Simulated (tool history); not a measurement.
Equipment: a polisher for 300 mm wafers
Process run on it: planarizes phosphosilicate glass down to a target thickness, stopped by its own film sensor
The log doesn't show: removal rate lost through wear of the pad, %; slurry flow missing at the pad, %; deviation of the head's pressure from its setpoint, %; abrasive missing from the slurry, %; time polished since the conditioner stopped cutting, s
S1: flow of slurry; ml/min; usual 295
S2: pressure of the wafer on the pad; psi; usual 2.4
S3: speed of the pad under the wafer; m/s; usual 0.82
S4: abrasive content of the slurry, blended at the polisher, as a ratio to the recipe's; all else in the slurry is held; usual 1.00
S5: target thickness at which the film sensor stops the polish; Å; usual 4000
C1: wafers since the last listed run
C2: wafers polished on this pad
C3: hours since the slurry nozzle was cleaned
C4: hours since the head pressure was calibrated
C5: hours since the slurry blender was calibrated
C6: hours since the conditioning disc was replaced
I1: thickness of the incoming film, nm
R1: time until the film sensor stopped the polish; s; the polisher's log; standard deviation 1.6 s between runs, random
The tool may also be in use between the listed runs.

run    hour   S1   S2    S3    S4    S5    C1    C2     C3     C4     C5     C6     I1     R1
  1     0.0  295  2.4  0.82  1.00  4000     0  3255  790.7  104.2  194.7  164.3  914.9  117.2
  2    42.6  295  2.4  0.82  1.00  4000   404  3660  833.3  146.8  237.3  206.9  910.2  117.3
       65.6  -- slurry nozzle cleaned
      142.7  -- worn pad replaced by a new one
  3   143.2  295  2.4  0.82  1.00  4000   908     4   77.6  247.4  337.9  307.5  916.7  123.9
  4   223.4  295  2.4  0.82  1.00  4000   761   766  157.8  327.6  418.1  387.7  912.8  128.4
      243.7  -- conditioning disc replaced and pad reconditioned
  5   282.2  295  2.4  0.82  1.00  4000   539  1306  216.6  386.4  476.9   38.5  898.4  131.9
      329.8  -- slurry blender recalibrated
  6   365.2  295  2.4  0.82  1.00  4000   769  2075  299.6  469.4   35.4  121.5  903.0  116.1
      597.3  -- worn pad replaced by a new one
  7   638.1  295  2.4  0.82  1.00  4000  2554   387  572.5  742.3  308.3  394.4  903.8  118.9
      715.9  -- conditioning disc replaced and pad reconditioned
  8   726.2  295  2.4  0.82  1.00  4000   817  1205  660.6  830.4  396.4   10.3  904.4  124.0
      794.7  -- head pressure recalibrated
  9   799.2  295  2.4  0.82  1.00  4000   674  1879  733.6    4.5  469.4   83.3  911.3  130.7
      810.6  -- slurry nozzle cleaned
      862.0  -- slurry blender recalibrated
 10   867.1  295  2.4  0.82  1.00  4000   616  2496   56.5   72.4    5.1  151.2  905.0  114.9
 11   973.0  295  2.4  0.82  1.00  4000  1005  3502  162.4  178.3  111.0  257.1  895.8  113.6
 12  1079.9  240  2.9  0.94  1.15  4000  1015  4517  269.3  285.2  217.9  364.0  899.1   82.0
     1089.4  -- worn pad replaced by a new one
 13  1151.9  295  2.4  0.82  1.00  4000   645   593  341.3  357.2  289.9  436.0  911.5  125.5
     1168.6  -- conditioning disc replaced and pad reconditioned
 14  1205.8  350  2.2  0.74  1.00  5490   492  1086  395.2  411.1  343.8   37.2  913.2  102.1
 15  1354.7  240  2.9  0.94  1.15  4000  1414  2501  544.1  560.0  492.7  186.1  908.5   96.1
     1359.3  -- slurry blender recalibrated
 16  1394.4  250  2.6  0.82  1.20  3440   358  2859  583.8  599.7   35.1  225.8  892.4  104.6
 17  1487.9  295  2.4  0.82  1.15  4000   888  3747  677.3  693.2  128.6  319.3  904.3  105.6
     1505.2  -- worn pad replaced by a new one
 18  1537.2  295  2.0  0.82  1.00  2650   430   304  726.6  742.5  177.9  368.6  907.8  174.3
     1555.3  -- slurry nozzle cleaned
 19  1616.8  340  2.4  1.04  1.00  4000   746  1050   61.5  822.1  257.5  448.2  916.9   97.6
     1618.9  -- head pressure recalibrated
     1695.4  -- conditioning disc replaced and pad reconditioned
 20  1700.9  295  2.4  0.82  1.00  4000   760  1811  145.6   82.0  341.6    5.5  916.3  122.2
 21  1790.4  295  2.4  1.08  1.25  2240   850  2661  235.1  171.5  431.1   95.0  900.3  123.0
 22  1886.0  295  1.8  0.60  1.00  4000   908  3569  330.7  267.1  526.7  190.6  910.6  236.7
     1903.5  -- slurry blender recalibrated
 23  1972.6  295  2.4  0.82  1.00  5230   803  4373  417.3  353.7   69.1  277.2  913.1   88.1
     2004.1  -- worn pad replaced by a new one
 24  2042.9  295  2.4  0.54  1.15  2330   629   368  487.6  424.0  139.4  347.5  903.2  196.8
 25  2092.5  295  3.0  0.60  1.00  4000   471   839  537.2  473.6  189.0  397.1  928.8  125.2

Had the tool no unlogged condition, and each run kept its random variation, what would the results have been?
run     R1
  1  113.2
  2  112.0
  3  113.8
  4  112.8
  5  110.8
  6  115.7
  7  112.2
  8  112.1
  9  112.4
 10  112.7
 11  110.6
 12   78.6
 13  116.9
 14   92.8
 15   80.1
 16  104.4
 17  104.6
 18  171.1
 19   93.8
 20  113.8
 21  110.8
 22  193.5
 23   87.3
 24  193.6
 25  121.9
